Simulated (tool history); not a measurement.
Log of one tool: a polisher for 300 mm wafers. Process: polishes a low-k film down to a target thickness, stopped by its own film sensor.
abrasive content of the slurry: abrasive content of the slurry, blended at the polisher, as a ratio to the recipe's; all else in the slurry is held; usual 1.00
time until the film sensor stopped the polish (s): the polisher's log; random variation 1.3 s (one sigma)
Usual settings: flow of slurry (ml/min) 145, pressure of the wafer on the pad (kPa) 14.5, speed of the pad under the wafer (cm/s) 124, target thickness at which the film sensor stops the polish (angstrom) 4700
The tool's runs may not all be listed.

| run | day | flow of slurry (ml/min) | pressure of the wafer on the pad (kPa) | speed of the pad under the wafer (cm/s) | abrasive content of the slurry | target thickness at which the film sensor stops the polish (angstrom) | incoming thickness of the incoming film, nm | time until the film sensor stopped the polish (s) |
|---|---|---|---|---|---|---|---|---|
| 1 | 0.000 | 145 | 14.5 | 124 | 1.00 | 4700 | 546.2 | 166.3 |
| 2 | 2.771 | 145 | 14.5 | 124 | 1.00 | 4700 | 530.0 | 134.7 |
|  | 3.242 | slurry blender recalibrated |
| 3 | 4.883 | 145 | 14.5 | 124 | 1.00 | 4700 | 540.0 | 161.9 |
|  | 6.079 | slurry nozzle cleaned |
|  | 6.254 | worn pad replaced by a new one |
| 4 | 8.812 | 145 | 14.5 | 124 | 1.00 | 4700 | 539.2 | 148.3 |
| 5 | 11.204 | 145 | 14.5 | 124 | 1.00 | 4700 | 536.0 | 147.0 |
| 6 | 14.996 | 145 | 14.5 | 124 | 1.00 | 4700 | 538.6 | 156.5 |
| 7 | 16.946 | 145 | 14.5 | 124 | 1.00 | 4700 | 538.1 | 160.6 |
|  | 17.712 | slurry nozzle cleaned |
|  | 18.142 | worn pad replaced by a new one |
|  | 18.392 | conditioning disc replaced and pad reconditioned |
|  | 18.900 | slurry blender recalibrated |
| 8 | 19.812 | 145 | 14.5 | 124 | 0.85 | 4700 | 543.6 | 166.0 |
| 9 | 23.042 | 145 | 14.5 | 124 | 1.00 | 4700 | 546.5 | 165.3 |
| 10 | 26.921 | 145 | 14.5 | 124 | 1.00 | 4700 | 539.9 | 160.0 |
| 11 | 30.088 | 145 | 14.5 | 124 | 1.00 | 4700 | 532.5 | 150.8 |
|  | 30.488 | worn pad replaced by a new one |
|  | 31.188 | slurry nozzle cleaned |
|  | 31.817 | head pressure recalibrated |
|  | 32.925 | slurry blender recalibrated |
| 12 | 34.354 | 160 | 14.5 | 94 | 1.00 | 4700 | 546.2 | 196.1 |
| 13 | 36.067 | 115 | 14.5 | 152 | 1.00 | 4700 | 544.3 | 143.1 |
| 14 | 39.550 | 180 | 14.5 | 102 | 1.00 | 4780 | 539.9 | 160.1 |
|  | 39.979 | conditioning disc replaced and pad reconditioned |
|  | 42.958 | slurry nozzle cleaned |
| 15 | 43.958 | 170 | 14.5 | 124 | 0.75 | 4700 | 547.0 | 197.4 |
|  | 44.133 | worn pad replaced by a new one |
|  | 46.475 | slurry blender recalibrated |
| 16 | 46.496 | 145 | 19.3 | 124 | 1.00 | 4490 | 542.0 | 150.4 |
| 17 | 49.421 | 145 | 11.7 | 124 | 1.00 | 4700 | 542.2 | 193.8 |
| 18 | 53.729 | 195 | 11.0 | 90 | 1.00 | 4580 | 550.5 | 330.3 |
| 19 | 55.708 | 145 | 11.7 | 124 | 1.15 | 4700 | 544.2 | 209.9 |
|  | 55.954 | worn pad replaced by a new one |
|  | 56.542 | slurry nozzle cleaned |
|  | 59.688 | slurry blender recalibrated |
| 20 | 59.846 | 145 | 14.5 | 124 | 1.00 | 4700 | 543.3 | 159.4 |

Forecast each of these 4 alternatives for the next run:
| A | 59.867 | 145 | 14.5 | 124 | 1.00 | 4700 | 544.7 | ? |
| B | 59.867 | 175 | 14.5 | 124 | 1.10 | 4700 | 544.7 | ? |
| C | 59.867 | 110 | 14.5 | 104 | 1.00 | 4560 | 544.7 | ? |
| D | 59.867 | 130 | 14.5 | 86 | 1.00 | 4890 | 544.7 | ? |

| run | time until the film sensor stopped the polish (s) |
|---|---|
| A | 163.6 |
| B | 156.7 |
| C | 225.7 |
| D | 157.8 |
Without the tool's hidden state the same runs would have given:
| run | time until the film sensor stopped the polish (s) |
|---|---|
| A | 159.5 |
| B | 152.8 |
| C | 220.1 |
| D | 153.9 |
